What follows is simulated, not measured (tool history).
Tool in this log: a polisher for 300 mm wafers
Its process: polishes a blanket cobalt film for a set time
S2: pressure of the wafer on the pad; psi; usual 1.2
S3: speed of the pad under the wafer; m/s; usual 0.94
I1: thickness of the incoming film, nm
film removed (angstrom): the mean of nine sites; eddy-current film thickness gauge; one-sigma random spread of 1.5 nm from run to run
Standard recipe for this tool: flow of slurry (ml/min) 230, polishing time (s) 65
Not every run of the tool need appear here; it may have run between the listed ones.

run 1 hour=0 | flow_of_slurry_(ml/min)=230 S2=1.2 S3=0.94 polishing_time_(s)=65 | I1=1492.5 | film_removed_(angstrom)=1729
run 2 hour=30.4 | flow_of_slurry_(ml/min)=230 S2=1.2 S3=0.94 polishing_time_(s)=65 | I1=1505.4 | film_removed_(angstrom)=1694
run 3 hour=75.2 | flow_of_slurry_(ml/min)=230 S2=1.2 S3=0.94 polishing_time_(s)=65 | I1=1482.7 | film_removed_(angstrom)=1668
run 4 hour=110 | flow_of_slurry_(ml/min)=230 S2=1.2 S3=0.7 polishing_time_(s)=65 | I1=1499.7 | film_removed_(angstrom)=1298
-- hour=115.6 worn pad replaced by a new one
-- hour=141.6 slurry nozzle cleaned
-- hour=180.6 head pressure recalibrated
run 5 hour=194.6 | flow_of_slurry_(ml/min)=230 S2=1.2 S3=0.7 polishing_time_(s)=65 | I1=1503.4 | film_removed_(angstrom)=1481
run 6 hour=245.4 | flow_of_slurry_(ml/min)=180 S2=1.2 S3=0.94 polishing_time_(s)=65 | I1=1490.9 | film_removed_(angstrom)=1766
run 7 hour=307.4 | flow_of_slurry_(ml/min)=180 S2=1.2 S3=0.94 polishing_time_(s)=65 | I1=1505.7 | film_removed_(angstrom)=1689
run 8 hour=359.9 | flow_of_slurry_(ml/min)=230 S2=1.2 S3=0.94 polishing_time_(s)=79 | I1=1503.3 | film_removed_(angstrom)=2127
run 9 hour=431.9 | flow_of_slurry_(ml/min)=230 S2=1.2 S3=0.94 polishing_time_(s)=79 | I1=1483.9 | film_removed_(angstrom)=2115
run 10 hour=462.5 | flow_of_slurry_(ml/min)=230 S2=1.2 S3=0.94 polishing_time_(s)=79 | I1=1489 | film_removed_(angstrom)=2031
-- hour=525.3 worn pad replaced by a new one
run 11 hour=530.6 | flow_of_slurry_(ml/min)=230 S2=1.2 S3=0.94 polishing_time_(s)=65 | I1=1502.9 | film_removed_(angstrom)=1807
run 12 hour=556 | flow_of_slurry_(ml/min)=230 S2=1.2 S3=0.94 polishing_time_(s)=65 | I1=1473.8 | film_removed_(angstrom)=1780
run 13 hour=591.8 | flow_of_slurry_(ml/min)=230 S2=1.2 S3=0.94 polishing_time_(s)=65 | I1=1466.8 | film_removed_(angstrom)=1748
run 14 hour=643.1 | flow_of_slurry_(ml/min)=250 S2=1.2 S3=0.94 polishing_time_(s)=65 | I1=1507.2 | film_removed_(angstrom)=1819
run 15 hour=667.7 | flow_of_slurry_(ml/min)=230 S2=1.2 S3=0.94 polishing_time_(s)=65 | I1=1481.2 | film_removed_(angstrom)=1771
run 16 hour=717.6 | flow_of_slurry_(ml/min)=230 S2=1.2 S3=0.8 polishing_time_(s)=65 | I1=1477.4 | film_removed_(angstrom)=1520
-- hour=746.7 slurry nozzle cleaned
run 17 hour=749.6 | flow_of_slurry_(ml/min)=230 S2=1 S3=1.08 polishing_time_(s)=47 | I1=1475.9 | film_removed_(angstrom)=1262
run 18 hour=821.1 | flow_of_slurry_(ml/min)=230 S2=1.2 S3=0.94 polishing_time_(s)=65 | I1=1490.2 | film_removed_(angstrom)=1807
run 19 hour=872.4 | flow_of_slurry_(ml/min)=275 S2=1.2 S3=0.94 polishing_time_(s)=53 | I1=1473.9 | film_removed_(angstrom)=1474
-- hour=922 worn pad replaced by a new one
run 20 hour=926.9 | flow_of_slurry_(ml/min)=230 S2=0.9 S3=0.94 polishing_time_(s)=65 | I1=1490.6 | film_removed_(angstrom)=1382
run 21 hour=992.2 | flow_of_slurry_(ml/min)=230 S2=1.2 S3=0.94 polishing_time_(s)=65 | I1=1476.3 | film_removed_(angstrom)=1815
-- hour=1002.7 head pressure recalibrated
run 22 hour=1051.2 | flow_of_slurry_(ml/min)=230 S2=1.2 S3=0.94 polishing_time_(s)=65 | I1=1497.8 | film_removed_(angstrom)=1805
run 23 hour=1103.6 | flow_of_slurry_(ml/min)=275 S2=1.4 S3=1.2 polishing_time_(s)=80 | I1=1475.3 | film_removed_(angstrom)=3262
run 24 hour=1171.8 | flow_of_slurry_(ml/min)=275 S2=1.2 S3=0.86 polishing_time_(s)=51 | I1=1514 | film_removed_(angstrom)=1309
run 25 hour=1197.1 | flow_of_slurry_(ml/min)=205 S2=1.3 S3=0.94 polishing_time_(s)=54 | I1=1497.8 | film_removed_(angstrom)=1536
run 26 hour=1255 | flow_of_slurry_(ml/min)=230 S2=1.2 S3=0.94 polishing_time_(s)=65 | I1=1488.1 | film_removed_(angstrom)=1719
-- hour=1264.1 worn pad replaced by a new one
run 27 hour=1303.3 | flow_of_slurry_(ml/min)=230 S2=1.2 S3=0.94 polishing_time_(s)=65 | I1=1462 | film_removed_(angstrom)=1773
-- hour=1359.1 slurry nozzle cleaned
run 28 hour=1368.4 | flow_of_slurry_(ml/min)=285 S2=1.2 S3=0.94 polishing_time_(s)=65 | I1=1491.3 | film_removed_(angstrom)=1919
run 29 hour=1421.8 | flow_of_slurry_(ml/min)=230 S2=1.2 S3=0.94 polishing_time_(s)=65 | I1=1484.6 | film_removed_(angstrom)=1849
run 30 hour=1492.3 | flow_of_slurry_(ml/min)=230 S2=1.2 S3=0.76 polishing_time_(s)=58 | I1=1487 | film_removed_(angstrom)=1335
run 31 hour=1556.6 | flow_of_slurry_(ml/min)=230 S2=1 S3=1.2 polishing_time_(s)=76 | I1=1486.9 | film_removed_(angstrom)=2083
run 32 hour=1611.3 | flow_of_slurry_(ml/min)=185 S2=1.2 S3=0.94 polishing_time_(s)=65 | I1=1500.1 | film_removed_(angstrom)=1626
-- hour=1649 worn pad replaced by a new one
run 33 hour=1649.5 | flow_of_slurry_(ml/min)=200 S2=1.4 S3=1.14 polishing_time_(s)=44 | I1=1488 | film_removed_(angstrom)=1644
run 34 hour=1710.6 | flow_of_slurry_(ml/min)=275 S2=1.4 S3=1.12 polishing_time_(s)=88 | I1=1492.7 | film_removed_(angstrom)=3399
run 35 hour=1756.8 | flow_of_slurry_(ml/min)=230 S2=1.2 S3=1.14 polishing_time_(s)=45 | I1=1519.8 | film_removed_(angstrom)=1459
run 36 hour=1799.2 | flow_of_slurry_(ml/min)=230 S2=1.2 S3=0.94 polishing_time_(s)=65 | I1=1472.2 | film_removed_(angstrom)=1779

The logged runs with the hidden state left out (each run's random variation unchanged):
Hidden state at play: removal rate lost through wear of the pad, %; slurry flow missing at the pad, %; deviation of the head's pressure from its setpoint, %.
run=1 film_removed_(angstrom)=1928
run=2 film_removed_(angstrom)=1910
run=3 film_removed_(angstrom)=1915
run=4 film_removed_(angstrom)=1514
run=5 film_removed_(angstrom)=1525
run=6 film_removed_(angstrom)=1863
run=7 film_removed_(angstrom)=1825
run=8 film_removed_(angstrom)=2314
run=9 film_removed_(angstrom)=2367
run=10 film_removed_(angstrom)=2302
run=11 film_removed_(angstrom)=1934
run=12 film_removed_(angstrom)=1909
run=13 film_removed_(angstrom)=1882
run=14 film_removed_(angstrom)=1960
run=15 film_removed_(angstrom)=1926
run=16 film_removed_(angstrom)=1669
run=17 film_removed_(angstrom)=1299
run=18 film_removed_(angstrom)=1921
run=19 film_removed_(angstrom)=1600
run=20 film_removed_(angstrom)=1438
run=21 film_removed_(angstrom)=1908
run=22 film_removed_(angstrom)=1920
run=23 film_removed_(angstrom)=3477
run=24 film_removed_(angstrom)=1420
run=25 film_removed_(angstrom)=1708
run=26 film_removed_(angstrom)=1934
run=27 film_removed_(angstrom)=1905
run=28 film_removed_(angstrom)=1954
run=29 film_removed_(angstrom)=1921
run=30 film_removed_(angstrom)=1424
run=31 film_removed_(angstrom)=2281
run=32 film_removed_(angstrom)=1847
run=33 film_removed_(angstrom)=1758
run=34 film_removed_(angstrom)=3595
run=35 film_removed_(angstrom)=1569
run=36 film_removed_(angstrom)=1927
